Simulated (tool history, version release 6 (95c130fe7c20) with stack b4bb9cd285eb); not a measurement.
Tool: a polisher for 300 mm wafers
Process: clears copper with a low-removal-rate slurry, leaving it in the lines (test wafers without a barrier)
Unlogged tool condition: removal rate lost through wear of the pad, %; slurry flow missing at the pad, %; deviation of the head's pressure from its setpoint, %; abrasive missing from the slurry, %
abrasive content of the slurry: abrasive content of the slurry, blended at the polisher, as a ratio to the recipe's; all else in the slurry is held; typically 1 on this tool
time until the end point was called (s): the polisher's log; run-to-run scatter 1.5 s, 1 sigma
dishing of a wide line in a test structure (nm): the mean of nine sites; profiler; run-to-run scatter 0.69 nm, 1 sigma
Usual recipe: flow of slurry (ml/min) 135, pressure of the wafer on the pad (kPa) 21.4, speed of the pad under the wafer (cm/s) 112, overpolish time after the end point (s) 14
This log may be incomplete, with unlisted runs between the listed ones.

run	hour	flow of slurry (ml/min)	pressure of the wafer on the pad (kPa)	speed of the pad under the wafer (cm/s)	abrasive content of the slurry	overpolish time after the end point (s)	wafers since the last listed run	wafers polished on this pad	hours since the slurry nozzle was cleaned	hours since the head pressure was calibrated	hours since the slurry blender was calibrated	incoming thickness of the incoming film, nm	time until the end point was called (s)	dishing of a wide line in a test structure (nm)
1	0	135	21.4	112	1	14	0	2524	111.7	837.4	102.6	399.7	115.2	31.1
# hour 46.5: worn pad replaced by a new one
2	65.1	135	21.4	112	1	14	448	136	176.8	902.5	167.7	392.7	106.8	32.6
3	132.2	135	21.4	112	1	14	492	629	243.9	969.6	234.8	391.4	105.9	33.6
# hour 156.4: head pressure recalibrated
4	213.5	135	21.4	112	1	14	582	1211	325.2	57.1	316.1	394	109	33.4
# hour 261.9: slurry blender recalibrated
# hour 264: slurry nozzle cleaned
5	385.8	135	21.4	112	1	14	1243	2455	121.8	229.4	123.9	397.2	111.3	31.5
# hour 395.1: worn pad replaced by a new one
6	431.4	135	21.4	112	1	14	305	266	167.4	275	169.5	397.8	120.4	29.5
7	584.2	135	21.4	112	1	14	1122	1388	320.2	427.8	322.3	397.8	120.6	30.4
# hour 609.5: slurry blender recalibrated
8	643.2	135	21.4	112	1	14	418	1807	379.2	486.8	33.7	388.3	117.1	29.9
# hour 663.7: slurry nozzle cleaned
9	696.6	135	21.4	112	1	14	384	2192	32.9	540.2	87.1	396.3	123.8	29.5
10	763.5	135	21.4	112	1	14	491	2683	99.8	607.1	154	393.9	126.7	28.1
# hour 800.3: worn pad replaced by a new one, repeated, since the last time left the tool worse
11	871	135	21.4	112	1	14	760	518	207.3	714.6	261.5	395.6	108.9	32.3
# hour 921.4: slurry blender recalibrated
12	952.6	135	19.3	112	1.3	14	584	1103	288.9	796.2	31.2	396	112.7	32.1
13	1053.5	95	21.4	112	0.7	14	741	1844	389.8	897.1	132.1	393.1	127.7	27.5
# hour 1069.2: slurry nozzle cleaned
# hour 1073.3: head pressure recalibrated
14	1149.8	135	21.4	92	1.1	7	685	2529	80.6	76.5	228.4	401	137.3	14.3
# hour 1162.2: worn pad replaced by a new one
15	1228.8	115	21.4	112	1	12	550	489	159.6	155.5	307.4	395.5	112.3	27.5
16	1275.1	135	21.4	74	1	14	340	829	205.9	201.8	353.7	399.8	165.6	22.7
# hour 1311: slurry blender recalibrated
# hour 1392.1: slurry nozzle cleaned
# hour 1476.2: worn pad replaced by a new one
17	1501.3	135	21.4	74	1	14	1609	184	109.2	428	190.3	386.9	156.5	23.6
18	1585	135	21.4	112	1	14	614	799	192.9	511.7	274	391.5	106.8	33.4
19	1653.4	135	21.4	112	1.25	14	502	1301	261.3	580.1	342.4	394.3	108.3	33.5
# hour 1705.8: slurry blender recalibrated
20	1741.4	160	21.4	94	1.1	11	631	1933	349.3	668.1	35.6	397	125.8	23.4

What if the next run were any one of these 4? Each begins from the tool's condition after run 20:
A	1741.9	135	17.9	112	1	14	3	1936	349.8	668.6	36.1	391.9	?	?
B	1741.9	100	21.4	112	1	14	3	1936	349.8	668.6	36.1	391.9	?	?
C	1741.9	135	29	112	1.2	14	3	1936	349.8	668.6	36.1	391.9	?	?
D	1741.9	135	16.5	94	1	14	3	1936	349.8	668.6	36.1	391.9	?	?

run	time until the end point was called (s)	dishing of a wide line in a test structure (nm)
A	129.4	27.9
B	115.6	31.1
C	77.6	44.5
D	167	22.1
With no hidden state in the tool, these same runs would have given:
run	time until the end point was called (s)	dishing of a wide line in a test structure (nm)
A	125.8	28.6
B	112.4	31.9
C	75.5	45.6
D	162.4	22.7
